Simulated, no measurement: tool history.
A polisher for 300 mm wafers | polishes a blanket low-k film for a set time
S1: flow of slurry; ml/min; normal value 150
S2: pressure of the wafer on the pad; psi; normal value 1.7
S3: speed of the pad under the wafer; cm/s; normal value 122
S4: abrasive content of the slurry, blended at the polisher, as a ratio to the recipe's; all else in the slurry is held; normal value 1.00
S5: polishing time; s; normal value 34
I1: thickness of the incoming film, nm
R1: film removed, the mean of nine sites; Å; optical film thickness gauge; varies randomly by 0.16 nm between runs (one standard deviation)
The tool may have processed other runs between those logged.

run     day   S1   S2   S3    S4  S5     I1   R1
  1   0.000  150  2.2  122  1.00  34  549.7  186
  2   0.850  150  1.7  122  0.85  34  567.6  131
  3   1.579  150  1.7  122  0.85  34  553.8  130
  4   2.754  150  1.7  122  0.85  34  556.1  131
  5   3.367  150  1.7  122  1.00  34  565.8  144
  6   3.946  150  1.7  122  1.00  34  566.3  141
  7   4.450  150  1.7  122  1.20  34  553.5  152
  8   5.075  150  1.7  122  1.20  34  563.4  148
  9   5.750  115  1.7  152  1.00  23  557.8  107
 10   6.733  150  1.7   94  1.00  26  560.2   87
      7.688  -- worn pad replaced by a new one
 11   8.204  150  1.7  122  1.00  34  561.2  138
      8.704  -- slurry blender recalibrated
 12   9.692  150  1.7  134  1.00  34  559.1  153
 13  11.071  150  1.7  122  1.00  34  562.2  140
 14  11.717  100  1.2  122  1.00  34  560.6   90
     12.367  -- conditioning disc replaced and pad reconditioned
     12.896  -- slurry nozzle cleaned
 15  14.358  150  2.0  122  1.00  34  549.3  167
 16  15.492  150  2.0  122  0.90  34  552.3  157
     16.342  -- worn pad replaced by a new one
 17  16.633  150  1.7  122  1.00  34  560.4  144
     17.025  -- head pressure recalibrated
 18  17.671  150  1.7   86  0.80  34  549.1   98
 19  18.871  150  1.9  122  1.00  34  555.0  158
     19.596  -- slurry blender recalibrated
 20  20.121  100  1.7   84  1.30  34  563.5  107
 21  20.804  170  1.4  122  0.85  25  557.2   81
 22  21.596  150  1.7  142  1.00  44  560.7  206
 23  22.938  150  1.7  122  1.00  34  547.4  142
     24.271  -- worn pad replaced by a new one
 24  27.117  150  1.7  122  1.00  34  561.4  141
     28.079  -- conditioning disc replaced and pad reconditioned
 25  28.567  150  1.7  122  1.00  23  558.5   95

Consider 5 possible next runs. They are alternatives, not a sequence: every one starts from the tool as it was left by run 25. What does each give?
  A  28.583  100  1.7  122  1.00  34  563.2   ?
  B  28.583  150  1.7  122  1.00  25  563.2   ?
  C  28.583  135  1.5  144  0.85  34  563.2   ?
  D  28.583  150  1.4  122  1.00  27  563.2   ?
  E  28.583  150  1.3  122  0.80  34  563.2   ?

run   R1
  A  125
  B  102
  C  127
  D   90
  E   96
Without the tool's hidden state the same runs would have given:
run   R1
  A  125
  B  102
  C  127
  D   90
  E   96
